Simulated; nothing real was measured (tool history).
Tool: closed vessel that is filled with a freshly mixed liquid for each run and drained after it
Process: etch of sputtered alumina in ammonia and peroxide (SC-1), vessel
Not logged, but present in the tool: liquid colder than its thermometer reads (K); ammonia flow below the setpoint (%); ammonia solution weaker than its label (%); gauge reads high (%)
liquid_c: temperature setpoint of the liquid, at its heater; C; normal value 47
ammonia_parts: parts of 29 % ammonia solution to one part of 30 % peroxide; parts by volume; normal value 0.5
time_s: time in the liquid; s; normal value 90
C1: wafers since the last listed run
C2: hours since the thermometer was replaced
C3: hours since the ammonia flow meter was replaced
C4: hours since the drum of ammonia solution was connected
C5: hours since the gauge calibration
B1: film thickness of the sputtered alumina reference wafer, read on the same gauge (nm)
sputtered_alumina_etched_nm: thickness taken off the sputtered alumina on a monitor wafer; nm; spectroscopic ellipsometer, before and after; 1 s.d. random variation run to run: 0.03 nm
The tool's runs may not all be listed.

{"run": 1, "hour": 0.0, "liquid_c": 43, "ammonia_parts": 0.5, "time_s": 90, "C1": 0, "C2": 141.1, "C3": 287.1, "C4": 315.4, "C5": 1472.8, "B1": 141.25, "sputtered_alumina_etched_nm": 3.071}
{"run": 2, "hour": 27.1, "liquid_c": 47, "ammonia_parts": 0.5, "time_s": 90, "C1": 2598, "C2": 168.2, "C3": 314.2, "C4": 342.5, "C5": 1499.9, "B1": 141.23, "sputtered_alumina_etched_nm": 3.905}
{"run": 3, "hour": 70.0, "liquid_c": 47, "ammonia_parts": 0.5, "time_s": 90, "C1": 4113, "C2": 211.1, "C3": 357.1, "C4": 385.4, "C5": 1542.8, "B1": 141.154, "sputtered_alumina_etched_nm": 3.833}
{"run": 4, "hour": 127.2, "liquid_c": 47, "ammonia_parts": 0.5, "time_s": 90, "C1": 5484, "C2": 268.3, "C3": 414.3, "C4": 442.6, "C5": 1600, "B1": 141.074, "sputtered_alumina_etched_nm": 3.853}
{"run": 5, "hour": 183.6, "liquid_c": 56.5, "ammonia_parts": 0.35, "time_s": 90, "C1": 5408, "C2": 324.7, "C3": 470.7, "C4": 499, "C5": 1656.4, "B1": 141.007, "sputtered_alumina_etched_nm": 6.215}
{"run": 6, "hour": 211.4, "liquid_c": 50.5, "ammonia_parts": 0.5, "time_s": 75, "C1": 2665, "C2": 352.5, "C3": 498.5, "C4": 526.8, "C5": 1684.2, "B1": 140.975, "sputtered_alumina_etched_nm": 3.924}
{"run": 7, "hour": 280.3, "liquid_c": 55, "ammonia_parts": 0.5, "time_s": 90, "C1": 6606, "C2": 421.4, "C3": 567.4, "C4": 595.7, "C5": 1753.1, "B1": 140.888, "sputtered_alumina_etched_nm": 6.007}
{"run": 8, "hour": 304.8, "liquid_c": 39.5, "ammonia_parts": 0.5, "time_s": 40, "C1": 2349, "C2": 445.9, "C3": 591.9, "C4": 620.2, "C5": 1777.6, "B1": 140.846, "sputtered_alumina_etched_nm": 1.105}
{"hour": 310.2, "done": "ammonia flow meter replaced"}
{"run": 9, "hour": 351.8, "liquid_c": 47, "ammonia_parts": 0.25, "time_s": 135, "C1": 4410, "C2": 492.9, "C3": 41.6, "C4": 667.2, "C5": 1824.6, "B1": 140.817, "sputtered_alumina_etched_nm": 5.415}
{"run": 10, "hour": 419.1, "liquid_c": 42.5, "ammonia_parts": 0.3, "time_s": 90, "C1": 6453, "C2": 560.2, "C3": 108.9, "C4": 734.5, "C5": 1891.9, "B1": 140.756, "sputtered_alumina_etched_nm": 2.827}
{"run": 11, "hour": 448.0, "liquid_c": 50, "ammonia_parts": 0.65, "time_s": 140, "C1": 2771, "C2": 589.1, "C3": 137.8, "C4": 763.4, "C5": 1920.8, "B1": 140.719, "sputtered_alumina_etched_nm": 7.229}
{"run": 12, "hour": 511.6, "liquid_c": 40.5, "ammonia_parts": 0.5, "time_s": 55, "C1": 6098, "C2": 652.7, "C3": 201.4, "C4": 827, "C5": 1984.4, "B1": 140.668, "sputtered_alumina_etched_nm": 1.615}
{"hour": 513.1, "done": "thermometer replaced"}
{"run": 13, "hour": 572.7, "liquid_c": 44.5, "ammonia_parts": 0.5, "time_s": 40, "C1": 5762, "C2": 59.6, "C3": 262.5, "C4": 888.1, "C5": 2045.5, "B1": 140.638, "sputtered_alumina_etched_nm": 1.493}
{"run": 14, "hour": 637.4, "liquid_c": 47, "ammonia_parts": 0.5, "time_s": 90, "C1": 6203, "C2": 124.3, "C3": 327.2, "C4": 952.8, "C5": 2110.2, "B1": 140.588, "sputtered_alumina_etched_nm": 3.815}
{"hour": 673.3, "done": "gauge calibrated"}
{"run": 15, "hour": 681.7, "liquid_c": 47, "ammonia_parts": 0.5, "time_s": 90, "C1": 4247, "C2": 168.6, "C3": 371.5, "C4": 997.1, "C5": 8.4, "B1": 150.66, "sputtered_alumina_etched_nm": 4.121}
{"run": 16, "hour": 719.8, "liquid_c": 47, "ammonia_parts": 0.5, "time_s": 90, "C1": 3653, "C2": 206.7, "C3": 409.6, "C4": 1035.2, "C5": 46.5, "B1": 150.061, "sputtered_alumina_etched_nm": 4.083}
{"hour": 795.4, "done": "ammonia flow meter replaced"}
{"run": 17, "hour": 796.6, "liquid_c": 47, "ammonia_parts": 0.5, "time_s": 90, "C1": 7268, "C2": 283.5, "C3": 1.2, "C4": 1112, "C5": 123.3, "B1": 148.92, "sputtered_alumina_etched_nm": 4.12}
{"run": 18, "hour": 860.7, "liquid_c": 54.5, "ammonia_parts": 0.5, "time_s": 90, "C1": 6146, "C2": 347.6, "C3": 65.3, "C4": 1176.1, "C5": 187.4, "B1": 148.073, "sputtered_alumina_etched_nm": 6.183}
{"hour": 897.0, "done": "new drum of ammonia solution connected"}
{"run": 19, "hour": 914.9, "liquid_c": 55, "ammonia_parts": 0.5, "time_s": 90, "C1": 5101, "C2": 401.8, "C3": 119.5, "C4": 17.9, "C5": 241.6, "B1": 147.429, "sputtered_alumina_etched_nm": 6.202}
{"run": 20, "hour": 958.4, "liquid_c": 47, "ammonia_parts": 0.45, "time_s": 60, "C1": 4171, "C2": 445.3, "C3": 163, "C4": 61.4, "C5": 285.1, "B1": 146.934, "sputtered_alumina_etched_nm": 2.674}
{"run": 21, "hour": 1004.5, "liquid_c": 40.5, "ammonia_parts": 0.6, "time_s": 120, "C1": 4420, "C2": 491.4, "C3": 209.1, "C4": 107.5, "C5": 331.2, "B1": 146.457, "sputtered_alumina_etched_nm": 3.756}
{"run": 22, "hour": 1051.5, "liquid_c": 38, "ammonia_parts": 0.5, "time_s": 115, "C1": 4506, "C2": 538.4, "C3": 256.1, "C4": 154.5, "C5": 378.2, "B1": 146.002, "sputtered_alumina_etched_nm": 3.046}
{"run": 23, "hour": 1100.6, "liquid_c": 47, "ammonia_parts": 0.4, "time_s": 125, "C1": 4708, "C2": 587.5, "C3": 305.2, "C4": 203.6, "C5": 427.3, "B1": 145.559, "sputtered_alumina_etched_nm": 5.418}
{"run": 24, "hour": 1158.2, "liquid_c": 49.5, "ammonia_parts": 0.7, "time_s": 65, "C1": 5523, "C2": 645.1, "C3": 362.8, "C4": 261.2, "C5": 484.9, "B1": 145.094, "sputtered_alumina_etched_nm": 3.431}
{"run": 25, "hour": 1188.4, "liquid_c": 47, "ammonia_parts": 0.5, "time_s": 60, "C1": 2895, "C2": 675.3, "C3": 393, "C4": 291.4, "C5": 515.1, "B1": 144.863, "sputtered_alumina_etched_nm": 2.628}
{"run": 26, "hour": 1224.2, "liquid_c": 47, "ammonia_parts": 0.35, "time_s": 70, "C1": 3432, "C2": 711.1, "C3": 428.8, "C4": 327.2, "C5": 550.9, "B1": 144.598, "sputtered_alumina_etched_nm": 2.983}
{"run": 27, "hour": 1291.9, "liquid_c": 47, "ammonia_parts": 0.7, "time_s": 90, "C1": 6491, "C2": 778.8, "C3": 496.5, "C4": 394.9, "C5": 618.6, "B1": 144.125, "sputtered_alumina_etched_nm": 4.096}
{"hour": 1296.1, "done": "thermometer replaced"}
{"run": 28, "hour": 1360.1, "liquid_c": 54.5, "ammonia_parts": 0.7, "time_s": 65, "C1": 6443, "C2": 64, "C3": 564.7, "C4": 463.1, "C5": 686.8, "B1": 143.727, "sputtered_alumina_etched_nm": 4.445}
{"run": 29, "hour": 1419.2, "liquid_c": 38, "ammonia_parts": 0.45, "time_s": 135, "C1": 5666, "C2": 123.1, "C3": 623.8, "C4": 522.2, "C5": 745.9, "B1": 143.385, "sputtered_alumina_etched_nm": 3.431}

Alternative continuations, all from the tool just after run 29; predict every row:
{"run": "A", "hour": 1419.9, "liquid_c": 47, "ammonia_parts": 0.5, "time_s": 90, "C1": 67, "C2": 123.8, "C3": 624.5, "C4": 522.9, "C5": 746.6, "B1": "?", "sputtered_alumina_etched_nm": "?"}
{"run": "B", "hour": 1419.9, "liquid_c": 39, "ammonia_parts": 0.35, "time_s": 65, "C1": 67, "C2": 123.8, "C3": 624.5, "C4": 522.9, "C5": 746.6, "B1": "?", "sputtered_alumina_etched_nm": "?"}
{"run": "C", "hour": 1419.9, "liquid_c": 53.5, "ammonia_parts": 0.5, "time_s": 125, "C1": 67, "C2": 123.8, "C3": 624.5, "C4": 522.9, "C5": 746.6, "B1": "?", "sputtered_alumina_etched_nm": "?"}

run=A B1=143.386 sputtered_alumina_etched_nm=3.918
run=B B1=143.386 sputtered_alumina_etched_nm=1.722
run=C B1=143.386 sputtered_alumina_etched_nm=7.777
Without the tool's unlogged condition, the same runs would have read:
run=A sputtered_alumina_etched_nm=4.099
run=B sputtered_alumina_etched_nm=1.802
run=C sputtered_alumina_etched_nm=8.136

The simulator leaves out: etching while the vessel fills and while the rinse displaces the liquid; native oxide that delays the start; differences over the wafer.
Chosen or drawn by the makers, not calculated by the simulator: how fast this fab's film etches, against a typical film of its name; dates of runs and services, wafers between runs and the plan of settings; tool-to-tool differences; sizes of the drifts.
